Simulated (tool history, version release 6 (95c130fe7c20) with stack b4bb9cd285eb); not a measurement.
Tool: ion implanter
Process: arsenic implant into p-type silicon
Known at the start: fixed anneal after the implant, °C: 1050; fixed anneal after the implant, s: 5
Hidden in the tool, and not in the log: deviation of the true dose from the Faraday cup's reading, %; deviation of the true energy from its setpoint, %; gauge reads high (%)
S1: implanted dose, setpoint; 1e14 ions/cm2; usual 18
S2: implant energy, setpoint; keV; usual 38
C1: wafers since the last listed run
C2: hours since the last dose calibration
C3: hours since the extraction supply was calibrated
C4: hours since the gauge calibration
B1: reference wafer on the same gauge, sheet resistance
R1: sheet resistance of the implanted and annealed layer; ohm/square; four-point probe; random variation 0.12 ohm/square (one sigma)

Run 1, hour 0: usual settings; C1 0; C2 579; C3 3375.5; C4 24.1; B1 89.17. Result: R1 79.29 ohm/square.
Run 2, hour 33.2: usual settings; C1 402; C2 612.2; C3 3408.7; C4 57.3; B1 89.21. Result: R1 79.36 ohm/square.
Run 3, hour 59.6: usual settings; C1 319; C2 638.6; C3 3435.1; C4 83.7; B1 89.18. Result: R1 79.3 ohm/square.
Run 4, hour 82.1: usual settings; C1 272; C2 661.1; C3 3457.6; C4 106.2; B1 89.19. Result: R1 79.15 ohm/square.
Run 5, hour 94.5: usual settings; C1 150; C2 673.5; C3 3470; C4 118.6; B1 89.18. Result: R1 79.09 ohm/square.
Run 6, hour 113.3: usual settings but S2 29 keV; C1 227; C2 692.3; C3 3488.8; C4 137.4; B1 89.18. Result: R1 87.56 ohm/square.
Run 7, hour 142.9: usual settings but S2 29 keV; C1 358; C2 721.9; C3 3518.4; C4 167; B1 89.22. Result: R1 87.68 ohm/square.
Run 8, hour 156.2: usual settings; C1 161; C2 735.2; C3 3531.7; C4 180.3; B1 89.19. Result: R1 79.4 ohm/square.
Run 9, hour 187.4: usual settings; C1 377; C2 766.4; C3 3562.9; C4 211.5; B1 89.19. Result: R1 79.13 ohm/square.
Run 10, hour 205.7: usual settings; C1 221; C2 784.7; C3 3581.2; C4 229.8; B1 89.23. Result: R1 79.15 ohm/square.
Run 11, hour 220.2: usual settings; C1 175; C2 799.2; C3 3595.7; C4 244.3; B1 89.18. Result: R1 79.23 ohm/square.
Run 12, hour 244.9: usual settings but S2 42.5 keV; C1 299; C2 823.9; C3 3620.4; C4 269; B1 89.19. Result: R1 75.97 ohm/square.
Run 13, hour 278.6: usual settings; C1 408; C2 857.6; C3 3654.1; C4 302.7; B1 89.18. Result: R1 79.21 ohm/square.
Run 14, hour 311.6: usual settings but S1 13.91 1e14 ions/cm2; C1 399; C2 890.6; C3 3687.1; C4 335.7; B1 89.17. Result: R1 87.81 ohm/square.
Run 15, hour 334.9: usual settings but S1 13.91 1e14 ions/cm2; C1 282; C2 913.9; C3 3710.4; C4 359; B1 89.22. Result: R1 87.97 ohm/square.
Run 16, hour 347.1: usual settings but S1 15.73 1e14 ions/cm2, S2 42.5 keV; C1 147; C2 926.1; C3 3722.6; C4 371.2; B1 89.18. Result: R1 80.14 ohm/square.
Run 17, hour 360.9: usual settings but S2 27.5 keV; C1 167; C2 939.9; C3 3736.4; C4 385; B1 89.17. Result: R1 89.3 ohm/square.
Run 18, hour 378: usual settings; C1 207; C2 957; C3 3753.5; C4 402.1; B1 89.17. Result: R1 78.96 ohm/square.
At hour 405.3: extraction supply calibrated.
Run 19, hour 405.8: usual settings but S1 21.82 1e14 ions/cm2, S2 24.5 keV; C1 239; C2 984.8; C3 0.5; C4 429.9; B1 89.21. Result: R1 89.41 ohm/square.
Run 20, hour 434.6: usual settings but S1 13.98 1e14 ions/cm2, S2 27 keV; C1 348; C2 1013.6; C3 29.3; C4 458.7; B1 89.18. Result: R1 97.39 ohm/square.
At hour 447.1: Faraday cup replaced and dose calibrated.
Run 21, hour 453.1: usual settings; C1 127; C2 6; C3 47.8; C4 477.2; B1 89.17. Result: R1 80.17 ohm/square.
Run 22, hour 480.6: usual settings but S2 29 keV; C1 333; C2 33.5; C3 75.3; C4 504.7; B1 89.2. Result: R1 88.5 ohm/square.
Run 23, hour 512.6: usual settings but S1 20.48 1e14 ions/cm2, S2 51 keV; C1 387; C2 65.5; C3 107.3; C4 536.7; B1 89.22. Result: R1 68.43 ohm/square.
Run 24, hour 547: usual settings but S1 20.8 1e14 ions/cm2, S2 49.5 keV; C1 416; C2 99.9; C3 141.7; C4 571.1; B1 89.22. Result: R1 68.7 ohm/square.
Run 25, hour 568.8: usual settings but S1 12.64 1e14 ions/cm2; C1 264; C2 121.7; C3 163.5; C4 592.9; B1 89.19. Result: R1 93.73 ohm/square.
Run 26, hour 598.5: usual settings but S2 41.5 keV; C1 359; C2 151.4; C3 193.2; C4 622.6; B1 89.16. Result: R1 77.54 ohm/square.
At hour 620.2: gauge calibrated.
Run 27, hour 624.4: usual settings but S1 15.56 1e14 ions/cm2, S2 30.5 keV; C1 313; C2 177.3; C3 219.1; C4 4.2; B1 89.21. Result: R1 90.94 ohm/square.
Run 28, hour 654: usual settings but S1 20.42 1e14 ions/cm2, S2 29.5 keV; C1 358; C2 206.9; C3 248.7; C4 33.8; B1 89.15. Result: R1 84.75 ohm/square.
Run 29, hour 756.9: usual settings; C1 1246; C2 309.8; C3 351.6; C4 136.7; B1 89.22. Result: R1 79.5 ohm/square.
Run 30, hour 782.4: usual settings; C1 308; C2 335.3; C3 377.1; C4 162.2; B1 89.21. Result: R1 79.83 ohm/square.
Run 31, hour 873.9: usual settings but S2 45.5 keV; C1 1108; C2 426.8; C3 468.6; C4 253.7; B1 89.23. Result: R1 74.64 ohm/square.

How the hidden state differs across the entries between the runs, from the last listed run before each to the first after it:
Between runs 18 and 19: extraction supply calibrated (hour 405.3)
  deviation of the true dose from the Faraday cup's reading, %: 4.52 -> 4.64
  measured less the result without the state, R1: -1.28 -> -0.78 ohm/square
Between runs 20 and 21: Faraday cup replaced and dose calibrated (hour 447.1)
  deviation of the true dose from the Faraday cup's reading, %: 4.75 -> 0.568
  measured less the result without the state, R1: -1.77 -> -0.17 ohm/square
Between runs 26 and 27: gauge calibrated (hour 620.2)
  deviation of the true dose from the Faraday cup's reading, %: 1.16 -> 1.26
  measured less the result without the state, R1: -0.36 -> -0.42 ohm/square
